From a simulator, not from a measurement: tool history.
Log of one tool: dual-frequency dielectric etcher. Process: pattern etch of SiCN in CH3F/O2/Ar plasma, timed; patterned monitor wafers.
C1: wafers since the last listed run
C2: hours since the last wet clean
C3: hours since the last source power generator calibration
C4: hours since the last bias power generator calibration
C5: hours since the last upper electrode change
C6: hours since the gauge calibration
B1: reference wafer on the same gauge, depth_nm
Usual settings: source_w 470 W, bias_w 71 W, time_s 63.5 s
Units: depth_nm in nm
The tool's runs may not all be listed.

Run 1, day 0.000: usual settings but bias_w 80 W; C1 0; C2 293.4; C3 462.1; C4 1934.2; C5 2016.8; C6 455.7; B1 24.31. Result: depth_nm 24.76 nm.
Run 2, day 1.783: usual settings but bias_w 80 W; C1 369; C2 336.2; C3 504.9; C4 1977.0; C5 2059.6; C6 498.5; B1 24.32. Result: depth_nm 24.77 nm.
At day 13.038: wet clean of the chamber.
Run 3, day 15.062: usual settings but bias_w 62 W; C1 2541; C2 48.6; C3 823.6; C4 2295.7; C5 2378.3; C6 817.2; B1 24.28. Result: depth_nm 22.46 nm.
Run 4, day 19.271: usual settings but bias_w 62 W; C1 871; C2 149.6; C3 924.6; C4 2396.7; C5 2479.3; C6 918.2; B1 24.31. Result: depth_nm 22.76 nm.
Run 5, day 23.229: usual settings but source_w 410 W; C1 819; C2 244.6; C3 1019.6; C4 2491.7; C5 2574.3; C6 1013.2; B1 24.29. Result: depth_nm 22.17 nm.
Run 6, day 25.517: usual settings but source_w 550 W; C1 473; C2 299.5; C3 1074.5; C4 2546.6; C5 2629.2; C6 1068.1; B1 24.32. Result: depth_nm 26.25 nm.
Run 7, day 29.600: usual settings but source_w 550 W; C1 845; C2 397.5; C3 1172.5; C4 2644.6; C5 2727.2; C6 1166.1; B1 24.29. Result: depth_nm 26.31 nm.
Run 8, day 33.383: usual settings; C1 783; C2 488.3; C3 1263.3; C4 2735.4; C5 2818.0; C6 1256.9; B1 24.31. Result: depth_nm 24.13 nm.
At day 37.192: wet clean of the chamber.
At day 37.967: upper electrode replaced.
Run 9, day 37.988: usual settings; C1 585; C2 19.1; C3 1373.8; C4 2845.9; C5 0.5; C6 1367.4; B1 24.31. Result: depth_nm 23.65 nm.
Run 10, day 39.696: usual settings; C1 353; C2 60.1; C3 1414.8; C4 2886.9; C5 41.5; C6 1408.4; B1 24.29. Result: depth_nm 23.77 nm.
Run 11, day 47.067: usual settings; C1 1525; C2 237.0; C3 1591.7; C4 3063.8; C5 218.4; C6 1585.3; B1 24.30. Result: depth_nm 24.14 nm.
Run 12, day 50.646: usual settings; C1 740; C2 322.9; C3 1677.6; C4 3149.7; C5 304.3; C6 1671.2; B1 24.27. Result: depth_nm 24.35 nm.
At day 50.904: source power generator calibrated.
Run 13, day 62.017: usual settings but source_w 560 W, bias_w 53 W, time_s 45.5 s; C1 2318; C2 595.8; C3 266.7; C4 3422.6; C5 577.2; C6 1944.1; B1 24.30. Result: depth_nm 17.68 nm.
At day 63.292: gauge calibrated.
At day 63.471: wet clean of the chamber.
Run 14, day 65.929: usual settings but time_s 58.5 s; C1 602; C2 59.0; C3 360.6; C4 3516.5; C5 671.1; C6 63.3; B1 24.28. Result: depth_nm 21.73 nm.
At day 66.162: bias power generator calibrated.
Run 15, day 69.425: usual settings but source_w 560 W, bias_w 82 W, time_s 80.0 s; C1 689; C2 142.9; C3 444.5; C4 78.3; C5 755.0; C6 147.2; B1 24.30. Result: depth_nm 34.39 nm.
Run 16, day 72.067: usual settings; C1 546; C2 206.3; C3 507.9; C4 141.7; C5 818.4; C6 210.6; B1 24.30. Result: depth_nm 23.69 nm.
Run 17, day 74.612: usual settings but source_w 400 W, bias_w 80 W, time_s 55.0 s; C1 526; C2 267.4; C3 569.0; C4 202.8; C5 879.5; C6 271.7; B1 24.30. Result: depth_nm 19.56 nm.
Run 18, day 78.500: usual settings but source_w 390 W, bias_w 65 W, time_s 52.0 s; C1 804; C2 360.7; C3 662.3; C4 296.1; C5 972.8; C6 365.0; B1 24.29. Result: depth_nm 17.14 nm.
Run 19, day 80.217: usual settings but source_w 560 W, bias_w 86 W; C1 355; C2 401.9; C3 703.5; C4 337.3; C5 1014.0; C6 406.2; B1 24.32. Result: depth_nm 28.12 nm.
Run 20, day 83.979: usual settings but bias_w 76 W, time_s 46.5 s; C1 778; C2 492.2; C3 793.8; C4 427.6; C5 1104.3; C6 496.5; B1 24.34. Result: depth_nm 18.13 nm.
At day 87.275: wet clean of the chamber.
Run 21, day 88.304: usual settings but source_w 410 W, bias_w 88 W, time_s 49.5 s; C1 688; C2 24.7; C3 897.6; C4 531.4; C5 1208.1; C6 600.3; B1 24.29. Result: depth_nm 18.27 nm.
Run 22, day 89.838: usual settings; C1 317; C2 61.5; C3 934.4; C4 568.2; C5 1244.9; C6 637.1; B1 24.31. Result: depth_nm 23.66 nm.
Run 23, day 92.050: usual settings; C1 457; C2 114.6; C3 987.5; C4 621.3; C5 1298.0; C6 690.2; B1 24.29. Result: depth_nm 23.64 nm.
Run 24, day 94.171: usual settings; C1 438; C2 165.5; C3 1038.4; C4 672.2; C5 1348.9; C6 741.1; B1 24.29. Result: depth_nm 23.73 nm.
Run 25, day 96.100: usual settings; C1 399; C2 211.8; C3 1084.7; C4 718.5; C5 1395.2; C6 787.4; B1 24.30. Result: depth_nm 23.95 nm.
Run 26, day 98.212: usual settings but time_s 48.0 s; C1 437; C2 262.5; C3 1135.4; C4 769.2; C5 1445.9; C6 838.1; B1 24.30. Result: depth_nm 18.10 nm.
Run 27, day 100.450: usual settings but bias_w 61 W; C1 463; C2 316.2; C3 1189.1; C4 822.9; C5 1499.6; C6 891.8; B1 24.27. Result: depth_nm 22.72 nm.
Run 28, day 103.508: usual settings but source_w 550 W, time_s 68.5 s; C1 632; C2 389.6; C3 1262.5; C4 896.3; C5 1573.0; C6 965.2; B1 24.27. Result: depth_nm 28.26 nm.
Run 29, day 105.350: usual settings but source_w 530 W, bias_w 88 W, time_s 48.0 s; C1 381; C2 433.8; C3 1306.7; C4 940.5; C5 1617.2; C6 1009.4; B1 24.29. Result: depth_nm 20.77 nm.
Run 30, day 107.008: usual settings but source_w 550 W; C1 343; C2 473.6; C3 1346.5; C4 980.3; C5 1657.0; C6 1049.2; B1 24.27. Result: depth_nm 26.37 nm.

Hidden state or all else? Some run-to-run changes of depth_nm, split into what the settings, what came in and random variation would give without the hidden state, and what is left for the hidden state (with any gauge scatter that isn't in both results):
The hidden state here: etch rate over this chamber's usual, %; source power that arrives over what is set, %; bias power that arrives over what is set, %; gauge reads high (%).
Run 8 -> 9: wet clean of the chamber, upper electrode replaced. depth_nm -0.48 nm: hidden state -0.51, all else +0.03.
Run 13 -> 14: source_w 560 -> 470, bias_w 53 -> 71, time_s 45.5 -> 58.5, gauge calibrated, wet clean of the chamber. depth_nm +4.05 nm: hidden state -0.64, all else +4.69.
Run 14 -> 15: source_w 470 -> 560, bias_w 71 -> 82, time_s 58.5 -> 80.0, bias power generator calibrated. depth_nm +12.66 nm: hidden state +0.17, all else +12.49.
Run 15 -> 16: source_w 560 -> 470, bias_w 82 -> 71, time_s 80.0 -> 63.5. depth_nm -10.70 nm: hidden state +0.03, all else -10.73.
Run 18 -> 19: source_w 390 -> 560, bias_w 65 -> 86, time_s 52.0 -> 63.5. depth_nm +10.98 nm: hidden state +0.25, all else +10.73.
Run 20 -> 21: source_w 470 -> 410, bias_w 76 -> 88, time_s 46.5 -> 49.5, wet clean of the chamber. depth_nm +0.14 nm: hidden state -0.48, all else +0.62.
